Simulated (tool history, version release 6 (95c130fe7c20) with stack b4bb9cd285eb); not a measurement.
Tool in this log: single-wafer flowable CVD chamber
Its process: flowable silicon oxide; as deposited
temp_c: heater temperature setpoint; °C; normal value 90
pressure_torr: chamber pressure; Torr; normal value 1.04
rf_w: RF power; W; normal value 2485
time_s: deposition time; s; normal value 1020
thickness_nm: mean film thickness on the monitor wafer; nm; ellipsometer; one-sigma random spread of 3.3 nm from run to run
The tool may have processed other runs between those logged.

run	hour	temp_c	pressure_torr	rf_w	time_s	read-back reference wafer on the same gauge, thickness_nm	thickness_nm
1	0.0	99	1.04	2485	1020	1520.774	910.390
2	4.2	90	1.04	2485	1020	1520.146	1274.528
3	14.7	90	1.04	2485	1020	1520.337	1274.165
4	21.8	90	1.04	2485	1020	1520.518	1277.560
5	33.4	97	1.04	2485	1110	1519.279	1062.174
6	43.7	90	1.20	2485	1020	1520.917	1467.397
7	52.4	90	0.84	2485	1020	1521.177	1025.324
8	60.9	78	1.04	2485	1020	1519.929	1892.148
9	78.6	90	1.21	2485	920	1519.108	1328.043
10	92.3	90	1.26	2020	1090	1520.013	1584.294
11	106.2	90	1.04	2485	1020	1520.314	1278.989
12	122.6	90	0.95	2485	1170	1518.628	1331.583
13	135.7	90	1.04	2485	1020	1518.847	1275.410
14	147.0	90	1.04	2485	1020	1518.818	1277.185
# hour 148.4: gauge calibrated
15	176.7	90	1.12	2485	1020	1521.014	1375.325
16	186.3	90	1.04	2650	950	1520.799	1202.833
# hour 195.3: showerhead replaced
17	203.1	81	0.84	2030	960	1519.853	1265.774
# hour 220.3: RF generator calibrated
18	220.8	90	0.94	2315	850	1518.167	950.377
19	222.7	90	1.04	2485	1020	1517.382	1279.462
20	234.7	90	1.14	2865	1130	1520.146	1570.600
21	244.4	90	0.95	2485	1020	1519.061	1159.178
22	256.7	90	1.04	2485	1020	1521.085	1274.432
23	266.6	90	0.90	2865	1110	1520.163	1216.349
24	279.3	86	1.04	2485	1020	1519.896	1461.906
25	331.8	90	1.04	2485	1020	1519.424	1276.184
26	339.3	90	0.95	2945	1020	1520.059	1189.419
27	349.0	90	0.78	2745	1020	1519.649	959.237
28	359.8	90	1.04	2860	1020	1519.643	1298.472

4 options for the next run, each taken on its own from the tool as it stands now. Forecast them:
A	360.5	90	1.04	2485	1210	?	?
B	360.5	90	0.79	2485	1020	?	?
C	360.5	90	1.04	2685	1020	?	?
D	360.5	83	0.82	2890	1100	?	?

run	read-back reference wafer on the same gauge, thickness_nm	thickness_nm
A	1520.355	1518.369
B	1520.355	963.780
C	1520.355	1292.920
D	1520.355	1394.551
With the hidden condition removed and each run's random variation left untouched, the same runs would have given:
run	thickness_nm
A	1518.369
B	963.780
C	1292.920
D	1394.551
